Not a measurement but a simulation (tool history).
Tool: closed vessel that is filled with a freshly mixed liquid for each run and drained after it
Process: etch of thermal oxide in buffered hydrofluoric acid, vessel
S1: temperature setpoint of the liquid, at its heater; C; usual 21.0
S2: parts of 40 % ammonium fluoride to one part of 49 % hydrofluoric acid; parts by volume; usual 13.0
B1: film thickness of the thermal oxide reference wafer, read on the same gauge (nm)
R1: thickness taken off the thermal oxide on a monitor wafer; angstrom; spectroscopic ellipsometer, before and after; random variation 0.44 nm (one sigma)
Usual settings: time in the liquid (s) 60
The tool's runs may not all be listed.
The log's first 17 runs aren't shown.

Run 18, hour 402.9: usual settings but S1 19.0 C, S2 15.0 parts by volume, time in the liquid (s) 70; B1 89.98. Result: R1 436.6 angstrom.
Run 19, hour 417.1: usual settings but S1 23.0 C, S2 15.0 parts by volume, time in the liquid (s) 45; B1 90.02. Result: R1 344.9 angstrom.
Run 20, hour 441.1: usual settings; B1 89.96. Result: R1 483.7 angstrom.
Run 21, hour 469.9: usual settings but S2 15.0 parts by volume; B1 90.01. Result: R1 422.1 angstrom.
Run 22, hour 501.8: usual settings but S1 17.5 C, S2 16.5 parts by volume, time in the liquid (s) 75; B1 90.00. Result: R1 396.7 angstrom.
At hour 511.1: hydrofluoric acid flow meter replaced.
Run 23, hour 532.5: usual settings but S1 24.5 C, S2 15.5 parts by volume; B1 90.00. Result: R1 481.2 angstrom.
Run 24, hour 545.7: usual settings but S2 16.0 parts by volume, time in the liquid (s) 75; B1 90.01. Result: R1 477.1 angstrom.
Run 25, hour 561.2: usual settings but S1 17.5 C, S2 16.0 parts by volume; B1 89.98. Result: R1 319.5 angstrom.
Run 26, hour 577.3: usual settings; B1 89.99. Result: R1 473.2 angstrom.
Run 27, hour 590.8: usual settings; B1 90.02. Result: R1 464.7 angstrom.
Run 28, hour 615.9: usual settings but S1 17.0 C, S2 9.0 parts by volume, time in the liquid (s) 45; B1 90.02. Result: R1 384.1 angstrom.
Run 29, hour 639.3: usual settings but S1 24.5 C, time in the liquid (s) 45; B1 90.01. Result: R1 433.8 angstrom.
Run 30, hour 670.8: usual settings but S1 18.5 C, time in the liquid (s) 50; B1 90.01. Result: R1 349.4 angstrom.
Run 31, hour 683.2: usual settings but S1 17.0 C, time in the liquid (s) 85; B1 89.98. Result: R1 537.3 angstrom.
Run 32, hour 711.5: usual settings but S1 17.0 C, S2 15.5 parts by volume; B1 89.98. Result: R1 314.6 angstrom.
Run 33, hour 814.0: usual settings; B1 90.01. Result: R1 483.0 angstrom.
Run 34, hour 830.9: usual settings; B1 90.00. Result: R1 480.6 angstrom.

3 ways to go on from here, each from the tool as it stands after run 34. What would each give?
Run A, hour 831.6: usual settings; B1 ?. Result: R1 ?.
Run B, hour 831.6: usual settings but S1 18.0 C, S2 11.0 parts by volume, time in the liquid (s) 45; B1 ?. Result: R1 ?.
Run C, hour 831.6: usual settings but S1 19.0 C, S2 16.0 parts by volume, time in the liquid (s) 30; B1 ?. Result: R1 ?.

run     B1     R1
  A  90.00  480.5
  B  90.00  358.8
  C  90.00  175.2
Without the tool's hidden state the same runs would have given:
run     R1
  A  451.7
  B  337.0
  C  164.6

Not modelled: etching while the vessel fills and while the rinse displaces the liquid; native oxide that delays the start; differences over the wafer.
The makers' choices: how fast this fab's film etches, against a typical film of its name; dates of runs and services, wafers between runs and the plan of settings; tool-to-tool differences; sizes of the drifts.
